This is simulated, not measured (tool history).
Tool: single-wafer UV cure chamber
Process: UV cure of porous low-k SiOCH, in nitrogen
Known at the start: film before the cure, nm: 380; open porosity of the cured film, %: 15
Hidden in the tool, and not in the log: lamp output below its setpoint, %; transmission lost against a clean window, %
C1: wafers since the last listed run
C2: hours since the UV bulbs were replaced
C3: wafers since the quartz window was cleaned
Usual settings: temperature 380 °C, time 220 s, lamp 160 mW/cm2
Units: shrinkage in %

{"run": 1, "hour": 0.0, "temperature": 380, "time": 220, "lamp": 160, "C1": 0, "C2": 604.2, "C3": 3976, "shrinkage": 11.851}
{"run": 2, "hour": 64.5, "temperature": 380, "time": 220, "lamp": 160, "C1": 644, "C2": 668.7, "C3": 4620, "shrinkage": 11.725}
{"hour": 82.1, "done": "quartz window cleaned"}
{"run": 3, "hour": 115.8, "temperature": 380, "time": 220, "lamp": 160, "C1": 432, "C2": 720, "C3": 336, "shrinkage": 11.635}
{"run": 4, "hour": 149.0, "temperature": 380, "time": 220, "lamp": 160, "C1": 331, "C2": 753.2, "C3": 667, "shrinkage": 11.642}
{"run": 5, "hour": 207.5, "temperature": 380, "time": 220, "lamp": 160, "C1": 584, "C2": 811.7, "C3": 1252, "shrinkage": 11.602}
{"run": 6, "hour": 251.1, "temperature": 380, "time": 220, "lamp": 160, "C1": 435, "C2": 855.3, "C3": 1687, "shrinkage": 11.754}
{"run": 7, "hour": 295.5, "temperature": 380, "time": 220, "lamp": 160, "C1": 443, "C2": 899.7, "C3": 2130, "shrinkage": 11.75}
{"run": 8, "hour": 325.2, "temperature": 380, "time": 220, "lamp": 160, "C1": 296, "C2": 929.4, "C3": 2427, "shrinkage": 11.911}
{"run": 9, "hour": 373.2, "temperature": 390, "time": 220, "lamp": 151, "C1": 479, "C2": 977.4, "C3": 2906, "shrinkage": 11.453}
{"run": 10, "hour": 405.9, "temperature": 380, "time": 220, "lamp": 160, "C1": 326, "C2": 1010.1, "C3": 3233, "shrinkage": 11.719}
{"run": 11, "hour": 467.5, "temperature": 380, "time": 220, "lamp": 160, "C1": 615, "C2": 1071.7, "C3": 3848, "shrinkage": 11.625}
{"run": 12, "hour": 526.6, "temperature": 380, "time": 220, "lamp": 160, "C1": 590, "C2": 1130.8, "C3": 4438, "shrinkage": 11.682}
{"hour": 568.9, "done": "quartz window cleaned"}
{"run": 13, "hour": 596.8, "temperature": 380, "time": 220, "lamp": 160, "C1": 621, "C2": 1201, "C3": 278, "shrinkage": 11.605}
{"run": 14, "hour": 668.6, "temperature": 380, "time": 220, "lamp": 160, "C1": 717, "C2": 1272.8, "C3": 995, "shrinkage": 11.737}
{"run": 15, "hour": 715.6, "temperature": 380, "time": 295, "lamp": 160, "C1": 469, "C2": 1319.8, "C3": 1464, "shrinkage": 12.828}
{"run": 16, "hour": 778.2, "temperature": 380, "time": 220, "lamp": 160, "C1": 625, "C2": 1382.4, "C3": 2090, "shrinkage": 11.476}
{"run": 17, "hour": 824.9, "temperature": 380, "time": 220, "lamp": 160, "C1": 466, "C2": 1429.1, "C3": 2556, "shrinkage": 11.605}
{"run": 18, "hour": 889.2, "temperature": 380, "time": 220, "lamp": 160, "C1": 642, "C2": 1493.4, "C3": 3198, "shrinkage": 11.497}
{"run": 19, "hour": 948.7, "temperature": 380, "time": 220, "lamp": 160, "C1": 594, "C2": 1552.9, "C3": 3792, "shrinkage": 11.487}
{"hour": 996.0, "done": "quartz window cleaned"}
{"run": 20, "hour": 996.5, "temperature": 380, "time": 220, "lamp": 160, "C1": 397, "C2": 1600.7, "C3": 5, "shrinkage": 11.627}
{"run": 21, "hour": 1048.7, "temperature": 380, "time": 220, "lamp": 160, "C1": 521, "C2": 1652.9, "C3": 526, "shrinkage": 11.469}
{"run": 22, "hour": 1113.3, "temperature": 380, "time": 220, "lamp": 184, "C1": 645, "C2": 1717.5, "C3": 1171, "shrinkage": 12.039}
{"run": 23, "hour": 1140.0, "temperature": 380, "time": 175, "lamp": 128, "C1": 266, "C2": 1744.2, "C3": 1438, "shrinkage": 9.623}
{"run": 24, "hour": 1197.9, "temperature": 380, "time": 220, "lamp": 160, "C1": 578, "C2": 1802.1, "C3": 2016, "shrinkage": 11.518}
{"run": 25, "hour": 1269.7, "temperature": 380, "time": 220, "lamp": 160, "C1": 717, "C2": 1873.9, "C3": 2733, "shrinkage": 11.536}
{"run": 26, "hour": 1320.0, "temperature": 380, "time": 220, "lamp": 193, "C1": 502, "C2": 1924.2, "C3": 3235, "shrinkage": 12.256}
{"run": 27, "hour": 1347.1, "temperature": 380, "time": 110, "lamp": 181, "C1": 270, "C2": 1951.3, "C3": 3506, "shrinkage": 8.864}
{"run": 28, "hour": 1409.5, "temperature": 399, "time": 335, "lamp": 160, "C1": 623, "C2": 2013.7, "C3": 4129, "shrinkage": 13.649}
{"run": 29, "hour": 1478.0, "temperature": 386, "time": 220, "lamp": 160, "C1": 684, "C2": 2082.2, "C3": 4813, "shrinkage": 11.506}
{"run": 30, "hour": 1509.7, "temperature": 400, "time": 160, "lamp": 136, "C1": 316, "C2": 2113.9, "C3": 5130, "shrinkage": 9.746}
{"hour": 1529.3, "done": "quartz window cleaned"}
{"run": 31, "hour": 1552.1, "temperature": 367, "time": 180, "lamp": 128, "C1": 343, "C2": 2156.3, "C3": 227, "shrinkage": 9.458}
{"run": 32, "hour": 1609.2, "temperature": 360, "time": 220, "lamp": 160, "C1": 570, "C2": 2213.4, "C3": 797, "shrinkage": 10.914}
{"run": 33, "hour": 1671.5, "temperature": 380, "time": 220, "lamp": 160, "C1": 622, "C2": 2275.7, "C3": 1419, "shrinkage": 11.367}
{"run": 34, "hour": 1725.8, "temperature": 380, "time": 220, "lamp": 160, "C1": 542, "C2": 2330, "C3": 1962, "shrinkage": 11.241}
{"run": 35, "hour": 1790.4, "temperature": 361, "time": 310, "lamp": 121, "C1": 645, "C2": 2394.6, "C3": 2607, "shrinkage": 11.345}
{"hour": 1812.3, "done": "UV bulbs replaced"}
{"run": 36, "hour": 1859.5, "temperature": 369, "time": 220, "lamp": 160, "C1": 610, "C2": 47.2, "C3": 3217, "shrinkage": 11.547}
{"run": 37, "hour": 1922.9, "temperature": 380, "time": 220, "lamp": 160, "C1": 633, "C2": 110.6, "C3": 3850, "shrinkage": 12.034}
{"hour": 1953.1, "done": "quartz window cleaned"}
{"run": 38, "hour": 2046.1, "temperature": 380, "time": 220, "lamp": 160, "C1": 1150, "C2": 233.8, "C3": 928, "shrinkage": 11.705}
{"run": 39, "hour": 2084.2, "temperature": 363, "time": 305, "lamp": 139, "C1": 380, "C2": 271.9, "C3": 1308, "shrinkage": 12.307}
{"run": 40, "hour": 2120.9, "temperature": 397, "time": 280, "lamp": 143, "C1": 366, "C2": 308.6, "C3": 1675, "shrinkage": 12.517}
{"run": 41, "hour": 2270.6, "temperature": 380, "time": 220, "lamp": 160, "C1": 1494, "C2": 458.3, "C3": 3170, "shrinkage": 11.888}
{"run": 42, "hour": 2336.6, "temperature": 364, "time": 315, "lamp": 149, "C1": 659, "C2": 524.3, "C3": 3829, "shrinkage": 13.014}

Forecast each of these 5 alternatives for the next run:
{"run": "A", "hour": 2337.0, "temperature": 380, "time": 220, "lamp": 160, "C1": 3, "C2": 524.7, "C3": 3833, "shrinkage": "?"}
{"run": "B", "hour": 2337.0, "temperature": 387, "time": 295, "lamp": 139, "C1": 3, "C2": 524.7, "C3": 3833, "shrinkage": "?"}
{"run": "C", "hour": 2337.0, "temperature": 363, "time": 165, "lamp": 160, "C1": 3, "C2": 524.7, "C3": 3833, "shrinkage": "?"}
{"run": "D", "hour": 2337.0, "temperature": 364, "time": 320, "lamp": 137, "C1": 3, "C2": 524.7, "C3": 3833, "shrinkage": "?"}
{"run": "E", "hour": 2337.0, "temperature": 395, "time": 325, "lamp": 200, "C1": 3, "C2": 524.7, "C3": 3833, "shrinkage": "?"}

run=A shrinkage=11.726
run=B shrinkage=12.531
run=C shrinkage=10.172
run=D shrinkage=12.404
run=E shrinkage=14.773
Without the tool's hidden state the same runs would have given:
run=A shrinkage=11.885
run=B shrinkage=12.693
run=C shrinkage=10.325
run=D shrinkage=12.566
run=E shrinkage=14.939
